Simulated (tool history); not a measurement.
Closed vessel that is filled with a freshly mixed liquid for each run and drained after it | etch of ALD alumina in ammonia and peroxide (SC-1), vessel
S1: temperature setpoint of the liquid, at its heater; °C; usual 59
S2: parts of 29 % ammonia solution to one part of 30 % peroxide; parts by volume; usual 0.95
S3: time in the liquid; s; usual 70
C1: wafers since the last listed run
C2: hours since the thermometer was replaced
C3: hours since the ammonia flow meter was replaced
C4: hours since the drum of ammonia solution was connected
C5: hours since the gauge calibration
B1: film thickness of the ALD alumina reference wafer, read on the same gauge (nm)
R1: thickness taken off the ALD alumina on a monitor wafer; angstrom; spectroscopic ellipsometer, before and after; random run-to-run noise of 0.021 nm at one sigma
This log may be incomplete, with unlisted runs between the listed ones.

run 1 hour=0 | S1=59 S2=0.95 S3=70 | C1=0 C2=936.1 C3=848.5 C4=663.2 C5=30.2 | B1=129.99 | R1=68.7
run 2 hour=18.4 | S1=59 S2=0.95 S3=70 | C1=2080 C2=954.5 C3=866.9 C4=681.6 C5=48.6 | B1=130 | R1=69.1
run 3 hour=31.9 | S1=59 S2=0.95 S3=70 | C1=1526 C2=968 C3=880.4 C4=695.1 C5=62.1 | B1=129.96 | R1=68.6
run 4 hour=44.6 | S1=59 S2=0.95 S3=70 | C1=1435 C2=980.7 C3=893.1 C4=707.8 C5=74.8 | B1=130.04 | R1=68.8
run 5 hour=58 | S1=56 S2=0.95 S3=70 | C1=1514 C2=994.1 C3=906.5 C4=721.2 C5=88.2 | B1=130 | R1=59.3
run 6 hour=75.1 | S1=56 S2=0.95 S3=70 | C1=1933 C2=1011.2 C3=923.6 C4=738.3 C5=105.3 | B1=129.99 | R1=58.8
run 7 hour=102.2 | S1=56 S2=0.95 S3=70 | C1=3063 C2=1038.3 C3=950.7 C4=765.4 C5=132.4 | B1=129.95 | R1=58.8
run 8 hour=128.1 | S1=59 S2=0.95 S3=70 | C1=2928 C2=1064.2 C3=976.6 C4=791.3 C5=158.3 | B1=130.01 | R1=68.9
run 9 hour=143.4 | S1=59 S2=0.95 S3=70 | C1=1729 C2=1079.5 C3=991.9 C4=806.6 C5=173.6 | B1=129.98 | R1=69.2
run 10 hour=170.5 | S1=59 S2=0.95 S3=70 | C1=3063 C2=1106.6 C3=1019 C4=833.7 C5=200.7 | B1=130.02 | R1=69.3
-- hour=181.8 thermometer replaced
run 11 hour=197.5 | S1=59 S2=0.95 S3=70 | C1=2939 C2=15.7 C3=1046 C4=860.7 C5=227.7 | B1=130.01 | R1=65.1
run 12 hour=211.7 | S1=59 S2=1.15 S3=55 | C1=1605 C2=29.9 C3=1060.2 C4=874.9 C5=241.9 | B1=130.02 | R1=52.3
run 13 hour=228.2 | S1=59 S2=0.95 S3=70 | C1=1865 C2=46.4 C3=1076.7 C4=891.4 C5=258.4 | B1=129.98 | R1=65.5
run 14 hour=241.5 | S1=59 S2=1.1 S3=85 | C1=1503 C2=59.7 C3=1090 C4=904.7 C5=271.7 | B1=130 | R1=80.5
run 15 hour=263.5 | S1=63 S2=0.95 S3=70 | C1=2487 C2=81.7 C3=1112 C4=926.7 C5=293.7 | B1=129.97 | R1=80.4
-- hour=278.3 ammonia flow meter replaced
run 16 hour=280.1 | S1=68 S2=1.1 S3=70 | C1=1763 C2=98.3 C3=1.8 C4=943.3 C5=310.3 | B1=130.01 | R1=104.1
run 17 hour=304.5 | S1=66 S2=0.95 S3=70 | C1=2758 C2=122.7 C3=26.2 C4=967.7 C5=334.7 | B1=129.99 | R1=93.6
-- hour=319.3 gauge calibrated
-- hour=334.8 new drum of ammonia solution connected
run 18 hour=340.3 | S1=59 S2=0.95 S3=70 | C1=3934 C2=158.5 C3=62 C4=5.5 C5=21 | B1=129.99 | R1=65.6

What does the tool deliver on the next run?
run 19 hour=353.5 | S1=55 S2=0.95 S3=90 | C1=1492 C2=171.7 C3=75.2 C4=18.7 C5=34.2 | B1=? | R1=?

Logged for run 19: B1 130.02, R1 68.7 angstrom.
Had the tool carried no hidden state, the very same run would have given R1 66.9 angstrom.

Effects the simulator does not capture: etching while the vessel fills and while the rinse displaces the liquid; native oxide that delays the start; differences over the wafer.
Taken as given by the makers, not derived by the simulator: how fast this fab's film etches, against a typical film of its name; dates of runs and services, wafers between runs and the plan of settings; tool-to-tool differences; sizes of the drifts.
